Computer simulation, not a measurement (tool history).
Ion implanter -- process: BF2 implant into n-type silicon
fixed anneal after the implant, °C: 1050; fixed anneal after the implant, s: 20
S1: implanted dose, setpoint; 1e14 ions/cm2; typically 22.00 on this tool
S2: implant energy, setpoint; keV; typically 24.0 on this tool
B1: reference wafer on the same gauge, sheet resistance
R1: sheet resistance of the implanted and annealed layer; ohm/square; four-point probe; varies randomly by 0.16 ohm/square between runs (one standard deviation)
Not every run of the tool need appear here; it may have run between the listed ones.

run	day	S1	S2	B1	R1
1	0.000	18.95	24.0	120.98	108.03
2	0.929	18.95	24.0	120.97	108.41
3	1.804	22.00	26.5	121.04	101.95
4	2.475	22.00	26.5	121.00	101.95
5	5.796	22.00	26.5	120.97	101.71
6	7.188	22.00	24.0	120.95	105.21
7	8.046	22.00	24.0	120.99	105.60
8	8.571	22.00	24.0	120.98	105.52
# day 11.200: extraction supply calibrated
# day 11.233: gauge calibrated
9	11.821	22.00	24.0	120.98	105.28
10	12.408	22.00	24.0	121.07	105.34
11	13.300	22.00	24.0	121.04	105.21
12	13.925	22.00	24.0	120.99	105.42
13	14.846	22.00	24.0	121.01	105.55
14	18.779	22.00	24.0	121.01	105.44
# day 19.842: Faraday cup replaced and dose calibrated
15	19.862	18.09	24.0	120.99	110.44
16	20.288	22.00	24.0	120.96	106.35
17	21.271	22.00	24.0	120.94	106.18
18	22.517	22.00	24.0	121.00	106.31
19	23.579	27.93	30.0	121.01	94.81
20	24.383	27.46	27.5	120.96	98.03
21	25.333	22.00	24.0	121.02	105.90
22	26.229	27.98	28.5	121.04	96.76
23	27.450	26.01	30.5	121.00	95.05
24	28.171	28.02	32.0	120.96	92.39
25	28.788	16.03	19.0	120.96	122.50
26	29.458	28.23	16.5	120.98	115.30
27	30.333	22.00	19.0	121.04	114.16
28	31.588	17.50	29.5	121.06	103.60
29	32.883	18.08	20.0	121.01	116.60
30	33.462	27.93	24.0	121.05	102.70
31	34.533	17.50	29.5	121.01	103.53
32	35.196	19.39	21.5	120.97	112.53

Run 33, settings as shown, results not yet in. Your forecast:
33	36.250	17.55	20.0	?	?

{"run 33": {"B1": 120.97, "R1": 117.29}}
With the hidden condition absent and the run-to-run variation left alone, this run would have shown R1 117.87 ohm/square.
